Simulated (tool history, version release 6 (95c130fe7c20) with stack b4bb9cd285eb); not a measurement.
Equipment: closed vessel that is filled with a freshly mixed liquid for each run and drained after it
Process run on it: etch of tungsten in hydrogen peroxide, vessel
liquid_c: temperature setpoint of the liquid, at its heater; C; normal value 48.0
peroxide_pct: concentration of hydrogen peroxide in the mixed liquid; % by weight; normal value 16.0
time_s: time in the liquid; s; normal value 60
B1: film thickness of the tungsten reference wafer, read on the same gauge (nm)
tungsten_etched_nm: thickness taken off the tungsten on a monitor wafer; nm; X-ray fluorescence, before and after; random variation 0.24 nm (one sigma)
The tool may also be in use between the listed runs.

Run 1, hour 0.0: usual settings; B1 50.00. Result: tungsten_etched_nm 110.39 nm.
Run 2, hour 16.4: usual settings; B1 50.01. Result: tungsten_etched_nm 110.54 nm.
Run 3, hour 42.2: usual settings; B1 49.99. Result: tungsten_etched_nm 110.18 nm.
Run 4, hour 67.7: usual settings but liquid_c 53.5 C; B1 50.01. Result: tungsten_etched_nm 153.17 nm.
At hour 93.0: peroxide flow meter replaced.
Run 5, hour 101.6: usual settings but liquid_c 53.5 C; B1 49.99. Result: tungsten_etched_nm 162.31 nm.
Run 6, hour 114.7: usual settings; B1 49.99. Result: tungsten_etched_nm 115.91 nm.
At hour 117.9: thermometer replaced.
Run 7, hour 145.0: usual settings; B1 50.01. Result: tungsten_etched_nm 115.93 nm.
Run 8, hour 178.0: usual settings but liquid_c 56.0 C; B1 50.02. Result: tungsten_etched_nm 187.87 nm.
At hour 186.2: new drum of peroxide connected.
Run 9, hour 199.3: usual settings but liquid_c 54.0 C, peroxide_pct 20.0 % by weight, time_s 40 s; B1 50.02. Result: tungsten_etched_nm 128.84 nm.
At hour 208.6: gauge calibrated.
Run 10, hour 214.2: usual settings; B1 50.02. Result: tungsten_etched_nm 119.81 nm.
Run 11, hour 233.4: usual settings but peroxide_pct 13.0 % by weight, time_s 80 s; B1 50.01. Result: tungsten_etched_nm 144.43 nm.
Run 12, hour 246.8: usual settings but liquid_c 43.5 C, time_s 45 s; B1 50.00. Result: tungsten_etched_nm 67.80 nm.
Run 13, hour 278.3: usual settings but peroxide_pct 13.5 % by weight, time_s 45 s; B1 50.01. Result: tungsten_etched_nm 82.59 nm.
Run 14, hour 297.8: usual settings but liquid_c 38.5 C, peroxide_pct 14.0 % by weight, time_s 75 s; B1 49.99. Result: tungsten_etched_nm 76.39 nm.

Forecast each of these 3 alternatives for the next run:
Run A, hour 298.5: usual settings but peroxide_pct 14.0 % by weight; B1 ?. Result: tungsten_etched_nm ?.
Run B, hour 298.5: usual settings but liquid_c 53.0 C; B1 ?. Result: tungsten_etched_nm ?.
Run C, hour 298.5: usual settings but liquid_c 39.0 C, time_s 90 s; B1 ?. Result: tungsten_etched_nm ?.

run     B1  tungsten_etched_nm
  A  50.00              111.82
  B  50.00              162.11
  C  50.00              101.10
The same runs, with their run-to-run variation unchanged, on a tool lacking any hidden condition would have given:
run  tungsten_etched_nm
  A              113.14
  B              164.04
  C              102.30
